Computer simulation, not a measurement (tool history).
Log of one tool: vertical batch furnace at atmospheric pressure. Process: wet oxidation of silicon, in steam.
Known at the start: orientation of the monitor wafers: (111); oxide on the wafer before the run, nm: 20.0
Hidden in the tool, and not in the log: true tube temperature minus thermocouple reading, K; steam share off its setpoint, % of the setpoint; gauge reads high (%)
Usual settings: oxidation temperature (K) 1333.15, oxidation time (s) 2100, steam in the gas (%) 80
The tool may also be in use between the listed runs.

run,hour,oxidation temperature (K),oxidation time (s),steam in the gas (%),wafers since the last listed run,hours since the last temperature calibration,hours since the steam generator was serviced,hours since the gauge calibration,"read-back reference wafer on the same gauge, thickness",oxide thickness on the monitor wafer (nm)
1,0.0,1333.15,2100,80,0,3630.2,1551.6,528.8,438.82,442.76
# hour 3.2: gauge calibrated
2,87.3,1333.15,2100,73,1260,3717.5,1638.9,84.1,438.83,421.81
3,158.2,1333.15,2100,73,1023,3788.4,1709.8,155.0,439.04,419.51
4,237.2,1333.15,2100,73,1140,3867.4,1788.8,234.0,439.11,419.61
5,314.2,1333.15,2100,80,1111,3944.4,1865.8,311.0,439.25,439.51
6,358.4,1333.15,2100,80,637,3988.6,1910.0,355.2,439.04,441.34
# hour 409.2: thermocouples replaced and temperature profile calibrated
# hour 416.8: steam generator serviced
7,417.3,1333.15,2100,80,393,8.1,0.5,414.1,438.85,431.26
# hour 438.4: gauge calibrated
8,471.6,1333.15,1170,80,783,62.4,54.8,33.2,439.23,304.93
9,535.3,1333.15,2100,80,919,126.1,118.5,96.9,438.95,426.59
# hour 562.8: steam generator serviced, repeated, since the last time left the tool worse
10,629.7,1333.15,2100,80,1016,220.5,66.9,191.3,439.21,453.88
11,676.3,1357.15,2100,91,672,267.1,113.5,237.9,439.02,538.50
12,782.1,1324.15,1770,80,1527,372.9,219.3,343.7,439.21,393.43
13,818.7,1343.15,2100,83,528,409.5,255.9,380.3,438.81,484.72
14,867.0,1353.15,2100,73,697,457.8,304.2,428.6,438.97,467.55

Forecast each of these 3 alternatives for the next run:
A,872.3,1314.15,2100,80,76,463.1,309.5,433.9,?,?
B,872.3,1342.15,1140,75,76,463.1,309.5,433.9,?,?
C,872.3,1351.15,2400,84,76,463.1,309.5,433.9,?,?

run,"read-back reference wafer on the same gauge, thickness",oxide thickness on the monitor wafer (nm)
A,439.02,413.68
B,439.02,319.05
C,439.02,539.72
Without the tool's hidden state the same runs would have given:
run,oxide thickness on the monitor wafer (nm)
A,416.35
B,321.09
C,543.00

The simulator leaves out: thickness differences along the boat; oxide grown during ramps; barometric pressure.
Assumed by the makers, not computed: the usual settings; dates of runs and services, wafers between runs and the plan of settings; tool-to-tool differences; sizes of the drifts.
